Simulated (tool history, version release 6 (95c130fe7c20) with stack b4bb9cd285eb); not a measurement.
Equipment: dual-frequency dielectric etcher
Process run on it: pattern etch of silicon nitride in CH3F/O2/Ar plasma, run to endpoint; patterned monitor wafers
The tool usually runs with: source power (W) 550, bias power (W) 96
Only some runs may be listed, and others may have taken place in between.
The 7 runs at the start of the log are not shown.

| run | hour | source power (W) | bias power (W) | wafers since the last listed run | hours since the last wet clean | hours since the last source power generator calibration | hours since the last bias power generator calibration | hours since the last upper electrode change | incoming incoming film thickness, nm | endpoint time (s) |
|---|---|---|---|---|---|---|---|---|---|---|
| 8 | 171.7 | 550 | 83 | 406 | 314.1 | 2615.8 | 5129.1 | 85.8 | 36.48 | 46.4 |
| 9 | 198.8 | 550 | 96 | 419 | 341.2 | 2642.9 | 5156.2 | 112.9 | 36.4 | 44.9 |
| 10 | 214.4 | 550 | 96 | 241 | 356.8 | 2658.5 | 5171.8 | 128.5 | 36.32 | 44.8 |
| 11 | 234 | 550 | 96 | 303 | 376.4 | 2678.1 | 5191.4 | 148.1 | 36.74 | 45.5 |
| 12 | 266.4 | 610 | 96 | 501 | 408.8 | 2710.5 | 5223.8 | 180.5 | 36.73 | 42.2 |
| 13 | 293.8 | 550 | 96 | 423 | 436.2 | 2737.9 | 5251.2 | 207.9 | 36.24 | 45.4 |
|  | 331 | wet clean of the chamber |
| 14 | 331.5 | 610 | 88 | 211 | 0.5 | 2775.6 | 5288.9 | 245.6 | 36.37 | 40.9 |
| 15 | 357.1 | 550 | 108 | 396 | 26.1 | 2801.2 | 5314.5 | 271.2 | 36.47 | 42.9 |
| 16 | 373 | 550 | 96 | 245 | 42 | 2817.1 | 5330.4 | 287.1 | 36.29 | 43.5 |
| 17 | 397.3 | 610 | 103 | 375 | 66.3 | 2841.4 | 5354.7 | 311.4 | 36.3 | 39.9 |
| 18 | 420 | 460 | 78 | 351 | 89 | 2864.1 | 5377.4 | 334.1 | 36.32 | 54.5 |
| 19 | 454.3 | 550 | 76 | 530 | 123.3 | 2898.4 | 5411.7 | 368.4 | 36.32 | 45.6 |
| 20 | 481.7 | 550 | 96 | 423 | 150.7 | 2925.8 | 5439.1 | 395.8 | 36.48 | 44.3 |
|  | 500 | source power generator calibrated |
| 21 | 500.5 | 550 | 96 | 228 | 169.5 | 0.5 | 5457.9 | 414.6 | 36.45 | 44 |
| 22 | 531.8 | 500 | 96 | 484 | 200.8 | 31.8 | 5489.2 | 445.9 | 36.62 | 48.3 |
| 23 | 564.7 | 550 | 96 | 509 | 233.7 | 64.7 | 5522.1 | 478.8 | 36.49 | 44.7 |
|  | 585.1 | bias power generator calibrated |
| 24 | 585.6 | 550 | 96 | 261 | 254.6 | 85.6 | 0.5 | 499.7 | 36.19 | 44.5 |
| 25 | 597.1 | 510 | 96 | 177 | 266.1 | 97.1 | 12 | 511.2 | 37.13 | 49.4 |
| 26 | 630.8 | 410 | 114 | 521 | 299.8 | 130.8 | 45.7 | 544.9 | 36.59 | 60.4 |
| 27 | 646.3 | 470 | 113 | 239 | 315.3 | 146.3 | 61.2 | 560.4 | 36.29 | 50.5 |
| 28 | 658.6 | 550 | 96 | 190 | 327.6 | 158.6 | 73.5 | 572.7 | 36.42 | 44.9 |
| 29 | 688.3 | 650 | 106 | 459 | 357.3 | 188.3 | 103.2 | 602.4 | 36.47 | 38.7 |
| 30 | 705.4 | 550 | 96 | 264 | 374.4 | 205.4 | 120.3 | 619.5 | 36.57 | 44.7 |
| 31 | 731.4 | 480 | 96 | 402 | 400.4 | 231.4 | 146.3 | 645.5 | 36.57 | 51.8 |
| 32 | 751.3 | 420 | 81 | 307 | 420.3 | 251.3 | 166.2 | 665.4 | 36.59 | 63.3 |

The next listed run, before its measurement:
| 33 | 767.5 | 550 | 96 | 250 | 436.5 | 267.5 | 182.4 | 681.6 | 36.24 | ? |

{"run 33": {"endpoint time (s)": 44.9}}
Were there no unlogged condition in the tool, this run, its random variation unchanged, would have produced endpoint time (s) 42.9.
